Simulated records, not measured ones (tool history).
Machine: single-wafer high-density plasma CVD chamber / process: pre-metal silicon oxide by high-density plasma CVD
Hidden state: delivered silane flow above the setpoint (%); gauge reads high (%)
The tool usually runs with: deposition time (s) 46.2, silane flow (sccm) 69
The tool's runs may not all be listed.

| run | hour | deposition time (s) | silane flow (sccm) | wafers since the last listed run | hours since the silane flow controller was replaced | hours since the gauge calibration | read-back reference wafer on the same gauge, thickness_nm | mean film thickness on the monitor wafer (Å) |
|---|---|---|---|---|---|---|---|---|
| 1 | 0 | 46.2 | 74 | 0 | 1224.9 | 946.6 | 317.694 | 3561.42 |
| 2 | 73.3 | 46.2 | 74 | 1250 | 1298.2 | 1019.9 | 316.999 | 3499.69 |
| 3 | 164 | 46.2 | 74 | 1547 | 1388.9 | 1110.6 | 316.936 | 3529.69 |
| 4 | 266.9 | 46.2 | 69 | 1755 | 1491.8 | 1213.5 | 316.635 | 3273.46 |
| 5 | 368.4 | 46.2 | 69 | 1731 | 1593.3 | 1315 | 316.44 | 3276.61 |
| 6 | 656.3 | 46.2 | 69 | 4910 | 1881.2 | 1602.9 | 315.981 | 3260.49 |
| 7 | 762.5 | 46.2 | 72 | 1811 | 1987.4 | 1709.1 | 315.95 | 3419.33 |
| 8 | 866.2 | 46.2 | 75 | 1768 | 2091.1 | 1812.8 | 315.93 | 3531.33 |
|  | 899.3 | silane flow controller replaced |
| 9 | 963.3 | 46.2 | 75 | 1519 | 64 | 1909.9 | 315.581 | 3540.21 |
| 10 | 1016.3 | 46.2 | 75 | 904 | 117 | 1962.9 | 315.454 | 3530.28 |
| 11 | 1112.9 | 42.2 | 58 | 1647 | 213.6 | 2059.5 | 315.626 | 2510.38 |
| 12 | 1216.6 | 42.2 | 58 | 1768 | 317.3 | 2163.2 | 315.499 | 2504.71 |
| 13 | 1321.9 | 46.2 | 73 | 1796 | 422.6 | 2268.5 | 315.514 | 3446.18 |
|  | 1394.9 | gauge calibrated |
| 14 | 1409.3 | 37.4 | 69 | 1490 | 510 | 14.4 | 325.571 | 2731.51 |
| 15 | 1656.6 | 37.5 | 69 | 4218 | 757.3 | 261.7 | 322.805 | 2703.99 |
| 16 | 1717.3 | 53.1 | 59 | 1035 | 818 | 322.4 | 322.322 | 3298.77 |
| 17 | 1770.8 | 46.2 | 69 | 912 | 871.5 | 375.9 | 322.155 | 3323.31 |
| 18 | 1872.8 | 46.2 | 81 | 1739 | 973.5 | 477.9 | 321.031 | 3886.19 |
| 19 | 1974.5 | 46.2 | 69 | 1734 | 1075.2 | 579.6 | 320.828 | 3334.01 |
| 20 | 2053.2 | 46.2 | 63 | 1342 | 1153.9 | 658.3 | 320.312 | 3021.41 |
| 21 | 2096 | 41.3 | 62 | 730 | 1196.7 | 701.1 | 319.948 | 2653.71 |
| 22 | 2172.7 | 46.2 | 69 | 1308 | 1273.4 | 777.8 | 319.805 | 3325.28 |
| 23 | 2222.2 | 46.2 | 69 | 844 | 1322.9 | 827.3 | 319.313 | 3289.57 |
| 24 | 2301.3 | 40.8 | 55 | 1349 | 1402 | 906.4 | 319.549 | 2336.11 |

Exercise: give the hidden state of the tool at every run:
delivered silane flow above the setpoint (%): 0 across all the runs
H1: gauge reads high (%)
| run | H1 |
|---|---|
| 1 | -2.29 |
| 2 | -2.37 |
| 3 | -2.45 |
| 4 | -2.54 |
| 5 | -2.61 |
| 6 | -2.77 |
| 7 | -2.82 |
| 8 | -2.86 |
| 9 | -2.89 |
| 10 | -2.91 |
| 11 | -2.94 |
| 12 | -2.96 |
| 13 | -2.99 |
| 14 | 0.118 |
| 15 | -0.629 |
| 16 | -0.779 |
| 17 | -0.903 |
| 18 | -1.12 |
| 19 | -1.3 |
| 20 | -1.43 |
| 21 | -1.5 |
| 22 | -1.6 |
| 23 | -1.67 |
| 24 | -1.76 |
